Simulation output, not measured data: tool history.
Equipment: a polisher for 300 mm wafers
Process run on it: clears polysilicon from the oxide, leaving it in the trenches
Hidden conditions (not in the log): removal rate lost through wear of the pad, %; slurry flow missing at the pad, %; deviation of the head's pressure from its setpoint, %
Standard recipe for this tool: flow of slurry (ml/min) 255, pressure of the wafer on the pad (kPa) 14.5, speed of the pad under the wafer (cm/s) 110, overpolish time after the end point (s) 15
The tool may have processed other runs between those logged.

| run | day | flow of slurry (ml/min) | pressure of the wafer on the pad (kPa) | speed of the pad under the wafer (cm/s) | overpolish time after the end point (s) | wafers since the last listed run | wafers polished on this pad | hours since the slurry nozzle was cleaned | hours since the head pressure was calibrated | incoming thickness of the incoming film, nm | time until the end point was called (s) | dishing of a wide line in a test structure (angstrom) |
|---|---|---|---|---|---|---|---|---|---|---|---|---|
| 1 | 0.000 | 255 | 14.5 | 110 | 15 | 0 | 829 | 497.0 | 266.3 | 502.5 | 37.4 | 746 |
| 2 | 1.896 | 255 | 14.5 | 110 | 15 | 425 | 1254 | 542.5 | 311.8 | 508.7 | 37.6 | 728 |
| 3 | 4.596 | 255 | 14.5 | 110 | 15 | 605 | 1859 | 607.3 | 376.6 | 501.9 | 36.8 | 733 |
| 4 | 5.912 | 255 | 14.5 | 110 | 15 | 295 | 2154 | 638.9 | 408.2 | 500.1 | 37.8 | 737 |
| 5 | 7.567 | 255 | 14.5 | 110 | 15 | 370 | 2525 | 678.6 | 447.9 | 502.8 | 38.2 | 715 |
| 6 | 9.500 | 255 | 14.5 | 110 | 15 | 433 | 2959 | 725.0 | 494.3 | 497.8 | 39.9 | 725 |
| 7 | 10.812 | 255 | 14.5 | 110 | 15 | 294 | 3253 | 756.5 | 525.8 | 502.9 | 40.8 | 732 |
|  | 11.408 | worn pad replaced by a new one |
| 8 | 12.071 | 255 | 14.5 | 110 | 15 | 244 | 148 | 786.7 | 556.0 | 504.4 | 35.3 | 731 |
|  | 13.521 | slurry nozzle cleaned |
| 9 | 16.321 | 255 | 14.5 | 110 | 15 | 943 | 1092 | 67.2 | 658.0 | 506.0 | 36.9 | 744 |
| 10 | 17.579 | 255 | 14.5 | 110 | 15 | 282 | 1374 | 97.4 | 688.2 | 494.6 | 37.7 | 752 |
| 11 | 18.871 | 255 | 14.5 | 110 | 15 | 289 | 1664 | 128.4 | 719.2 | 501.0 | 37.8 | 735 |
| 12 | 20.125 | 255 | 14.5 | 110 | 15 | 281 | 1945 | 158.5 | 749.3 | 505.2 | 39.2 | 733 |
| 13 | 21.212 | 255 | 14.5 | 110 | 15 | 243 | 2189 | 184.6 | 775.4 | 501.9 | 39.2 | 742 |
| 14 | 22.375 | 255 | 14.5 | 110 | 15 | 260 | 2449 | 212.5 | 803.3 | 499.7 | 39.4 | 724 |
| 15 | 23.771 | 255 | 14.5 | 110 | 15 | 312 | 2762 | 246.0 | 836.8 | 499.8 | 37.6 | 732 |
|  | 24.804 | worn pad replaced by a new one |
| 16 | 25.450 | 330 | 15.9 | 122 | 6 | 339 | 144 | 286.3 | 877.1 | 499.9 | 31.1 | 549 |
| 17 | 27.596 | 190 | 14.5 | 132 | 15 | 481 | 625 | 337.8 | 928.6 | 503.2 | 33.5 | 757 |
| 18 | 29.521 | 205 | 10.3 | 110 | 15 | 431 | 1057 | 384.0 | 974.8 | 501.1 | 49.4 | 682 |
| 19 | 31.900 | 255 | 14.5 | 110 | 15 | 533 | 1591 | 441.1 | 1031.9 | 501.3 | 38.8 | 729 |
| 20 | 33.358 | 225 | 17.2 | 82 | 15 | 326 | 1918 | 476.1 | 1066.9 | 506.9 | 42.7 | 746 |
| 21 | 35.446 | 255 | 17.2 | 110 | 19 | 468 | 2386 | 526.2 | 1117.0 | 507.0 | 35.1 | 794 |
| 22 | 37.138 | 300 | 10.3 | 128 | 15 | 379 | 2765 | 566.8 | 1157.6 | 495.3 | 43.7 | 696 |
| 23 | 39.983 | 255 | 14.5 | 110 | 18 | 638 | 3403 | 635.1 | 1225.9 | 504.9 | 41.9 | 736 |
|  | 41.479 | worn pad replaced by a new one |
|  | 42.638 | head pressure recalibrated |
| 24 | 42.671 | 255 | 15.9 | 132 | 18 | 546 | 248 | 699.6 | 0.8 | 497.7 | 30.2 | 801 |
| 25 | 45.550 | 210 | 14.5 | 98 | 15 | 645 | 894 | 768.7 | 69.9 | 495.1 | 40.0 | 709 |
| 26 | 47.771 | 195 | 11.0 | 86 | 15 | 497 | 1392 | 822.0 | 123.2 | 497.0 | 54.5 | 677 |
| 27 | 48.808 | 325 | 14.5 | 110 | 10 | 232 | 1624 | 846.9 | 148.1 | 501.4 | 36.0 | 673 |
| 28 | 50.796 | 255 | 14.5 | 110 | 15 | 445 | 2070 | 894.6 | 195.8 | 502.0 | 38.8 | 725 |
|  | 52.712 | slurry nozzle cleaned |
| 29 | 53.404 | 255 | 14.5 | 110 | 15 | 575 | 2645 | 16.6 | 258.4 | 510.0 | 39.9 | 696 |
| 30 | 54.554 | 255 | 14.5 | 110 | 15 | 257 | 2903 | 44.2 | 286.0 | 493.2 | 39.4 | 718 |
|  | 56.454 | worn pad replaced by a new one |
| 31 | 57.188 | 320 | 14.5 | 110 | 15 | 553 | 164 | 107.4 | 349.2 | 497.2 | 34.3 | 757 |
| 32 | 58.904 | 205 | 14.5 | 110 | 15 | 384 | 549 | 148.6 | 390.4 | 501.3 | 36.7 | 749 |
| 33 | 60.479 | 255 | 14.5 | 110 | 15 | 353 | 902 | 186.4 | 428.2 | 499.6 | 35.1 | 735 |
| 34 | 62.521 | 255 | 14.5 | 110 | 15 | 457 | 1360 | 235.4 | 477.2 | 502.4 | 37.9 | 736 |
| 35 | 67.946 | 165 | 14.5 | 128 | 23 | 1216 | 2576 | 365.6 | 607.4 | 497.6 | 35.1 | 813 |

Each row is a separate what-if for the run after 35, all from the same tool condition, not one after another. Results?
| A | 67.962 | 255 | 14.5 | 110 | 10 | 3 | 2580 | 366.0 | 607.8 | 496.1 | ? | ? |
| B | 67.962 | 330 | 14.5 | 110 | 15 | 3 | 2580 | 366.0 | 607.8 | 496.1 | ? | ? |
| C | 67.962 | 280 | 17.9 | 142 | 23 | 3 | 2580 | 366.0 | 607.8 | 496.1 | ? | ? |
| D | 67.962 | 255 | 16.5 | 78 | 15 | 3 | 2580 | 366.0 | 607.8 | 496.1 | ? | ? |

| run | time until the end point was called (s) | dishing of a wide line in a test structure (angstrom) |
|---|---|---|
| A | 38.1 | 641 |
| B | 37.3 | 742 |
| C | 27.0 | 818 |
| D | 43.1 | 712 |
With the hidden condition removed and each run's random variation left untouched, the same runs would have given:
| run | time until the end point was called (s) | dishing of a wide line in a test structure (angstrom) |
|---|---|---|
| A | 34.5 | 667 |
| B | 33.8 | 759 |
| C | 24.4 | 820 |
| D | 39.1 | 733 |
